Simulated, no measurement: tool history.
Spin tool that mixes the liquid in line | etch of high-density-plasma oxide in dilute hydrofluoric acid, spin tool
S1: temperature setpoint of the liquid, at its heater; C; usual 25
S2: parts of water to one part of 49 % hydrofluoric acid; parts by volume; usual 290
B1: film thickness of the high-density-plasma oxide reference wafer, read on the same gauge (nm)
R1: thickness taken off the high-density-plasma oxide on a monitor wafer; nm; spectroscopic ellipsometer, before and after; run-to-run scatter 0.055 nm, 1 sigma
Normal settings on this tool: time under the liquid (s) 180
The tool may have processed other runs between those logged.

{"run": 1, "day": 0.0, "S1": 25, "S2": 290, "time under the liquid (s)": 265, "B1": 139.98, "R1": 8.94}
{"run": 2, "day": 2.421, "S1": 25, "S2": 290, "time under the liquid (s)": 110, "B1": 139.97, "R1": 3.59}
{"run": 3, "day": 6.683, "S1": 25, "S2": 290, "time under the liquid (s)": 110, "B1": 140.02, "R1": 3.74}
{"run": 4, "day": 11.046, "S1": 25, "S2": 290, "time under the liquid (s)": 110, "B1": 140, "R1": 3.84}
{"run": 5, "day": 13.938, "S1": 25, "S2": 255, "time under the liquid (s)": 180, "B1": 139.97, "R1": 7.27}
{"run": 6, "day": 17.083, "S1": 25, "S2": 290, "time under the liquid (s)": 180, "B1": 140, "R1": 6.25}
{"run": 7, "day": 19.471, "S1": 25, "S2": 290, "time under the liquid (s)": 180, "B1": 139.99, "R1": 6.38}
{"day": 21.008, "done": "hydrofluoric acid flow meter replaced"}
{"run": 8, "day": 26.633, "S1": 25, "S2": 290, "time under the liquid (s)": 180, "B1": 139.97, "R1": 6.04}
{"day": 28.283, "done": "thermometer replaced"}
{"run": 9, "day": 30.912, "S1": 25, "S2": 290, "time under the liquid (s)": 180, "B1": 140.03, "R1": 5.8}
{"run": 10, "day": 32.442, "S1": 25, "S2": 290, "time under the liquid (s)": 180, "B1": 140.02, "R1": 5.74}
{"run": 11, "day": 36.346, "S1": 25, "S2": 290, "time under the liquid (s)": 180, "B1": 140.03, "R1": 5.97}
{"run": 12, "day": 38.108, "S1": 23, "S2": 290, "time under the liquid (s)": 180, "B1": 139.99, "R1": 5.53}
{"day": 46.696, "done": "hydrofluoric acid flow meter replaced"}
{"run": 13, "day": 47.904, "S1": 23, "S2": 290, "time under the liquid (s)": 180, "B1": 139.99, "R1": 5.37}
{"run": 14, "day": 51.896, "S1": 25, "S2": 290, "time under the liquid (s)": 180, "B1": 140.03, "R1": 5.9}
{"run": 15, "day": 54.846, "S1": 22.5, "S2": 375, "time under the liquid (s)": 135, "B1": 140.05, "R1": 2.86}
{"run": 16, "day": 57.138, "S1": 29.5, "S2": 420, "time under the liquid (s)": 270, "B1": 140.02, "R1": 6.2}
{"run": 17, "day": 60.558, "S1": 28.5, "S2": 290, "time under the liquid (s)": 275, "B1": 139.98, "R1": 10.1}
{"run": 18, "day": 62.088, "S1": 21, "S2": 365, "time under the liquid (s)": 210, "B1": 140.02, "R1": 4.52}
{"run": 19, "day": 66.425, "S1": 29, "S2": 205, "time under the liquid (s)": 180, "B1": 140, "R1": 10.68}
{"run": 20, "day": 68.25, "S1": 27.5, "S2": 430, "time under the liquid (s)": 140, "B1": 140.01, "R1": 2.99}
{"day": 69.558, "done": "gauge calibrated"}
{"run": 21, "day": 70.333, "S1": 25, "S2": 290, "time under the liquid (s)": 90, "B1": 139.96, "R1": 3.06}
{"day": 72.079, "done": "hydrofluoric acid flow meter replaced"}
{"run": 22, "day": 73.721, "S1": 21, "S2": 220, "time under the liquid (s)": 100, "B1": 140.04, "R1": 3.95}
{"run": 23, "day": 78.0, "S1": 25, "S2": 360, "time under the liquid (s)": 180, "B1": 139.98, "R1": 4.45}
{"run": 24, "day": 81.121, "S1": 22, "S2": 210, "time under the liquid (s)": 140, "B1": 140.01, "R1": 6.05}
{"run": 25, "day": 84.138, "S1": 22, "S2": 420, "time under the liquid (s)": 240, "B1": 140, "R1": 4.47}
{"run": 26, "day": 87.85, "S1": 25, "S2": 205, "time under the liquid (s)": 180, "B1": 140.02, "R1": 9.44}
{"run": 27, "day": 90.55, "S1": 28.5, "S2": 175, "time under the liquid (s)": 125, "B1": 140.01, "R1": 8.93}
{"run": 28, "day": 94.771, "S1": 25, "S2": 290, "time under the liquid (s)": 180, "B1": 140.01, "R1": 6.21}
{"run": 29, "day": 97.375, "S1": 27.5, "S2": 230, "time under the liquid (s)": 240, "B1": 139.96, "R1": 11.81}
{"run": 30, "day": 99.146, "S1": 25, "S2": 290, "time under the liquid (s)": 180, "B1": 139.99, "R1": 6.32}
{"day": 100.225, "done": "hydrofluoric acid flow meter replaced"}
{"run": 31, "day": 103.371, "S1": 25, "S2": 290, "time under the liquid (s)": 180, "B1": 140, "R1": 5.96}
{"run": 32, "day": 107.783, "S1": 25, "S2": 290, "time under the liquid (s)": 180, "B1": 140.01, "R1": 6.04}
{"run": 33, "day": 111.25, "S1": 26.5, "S2": 380, "time under the liquid (s)": 180, "B1": 140, "R1": 4.43}

Hidden state, per run?
gauge reads high (%): 0, the same for each run
H1: liquid hotter than its thermometer reads (K)
H2: hydrofluoric acid flow above the setpoint (%)
run=1 H1=1.26 H2=1.74
run=2 H1=1.3 H2=2.19
run=3 H1=1.36 H2=2.98
run=4 H1=1.43 H2=3.79
run=5 H1=1.47 H2=4.32
run=6 H1=1.52 H2=4.9
run=7 H1=1.56 H2=5.35
run=8 H1=1.66 H2=1.47
run=9 H1=0.312 H2=2.26
run=10 H1=0.335 H2=2.54
run=11 H1=0.395 H2=3.27
run=12 H1=0.422 H2=3.59
run=13 H1=0.571 H2=0.458
run=14 H1=0.632 H2=1.2
run=15 H1=0.677 H2=1.74
run=16 H1=0.712 H2=2.17
run=17 H1=0.764 H2=2.8
run=18 H1=0.787 H2=3.09
run=19 H1=0.853 H2=3.89
run=20 H1=0.881 H2=4.23
run=21 H1=0.912 H2=4.61
run=22 H1=0.964 H2=0.526
run=23 H1=1.03 H2=1.32
run=24 H1=1.08 H2=1.9
run=25 H1=1.12 H2=2.46
run=26 H1=1.18 H2=3.14
run=27 H1=1.22 H2=3.64
run=28 H1=1.28 H2=4.43
run=29 H1=1.32 H2=4.91
run=30 H1=1.35 H2=5.24
run=31 H1=1.42 H2=0.643
run=32 H1=1.48 H2=1.46
run=33 H1=1.54 H2=2.1

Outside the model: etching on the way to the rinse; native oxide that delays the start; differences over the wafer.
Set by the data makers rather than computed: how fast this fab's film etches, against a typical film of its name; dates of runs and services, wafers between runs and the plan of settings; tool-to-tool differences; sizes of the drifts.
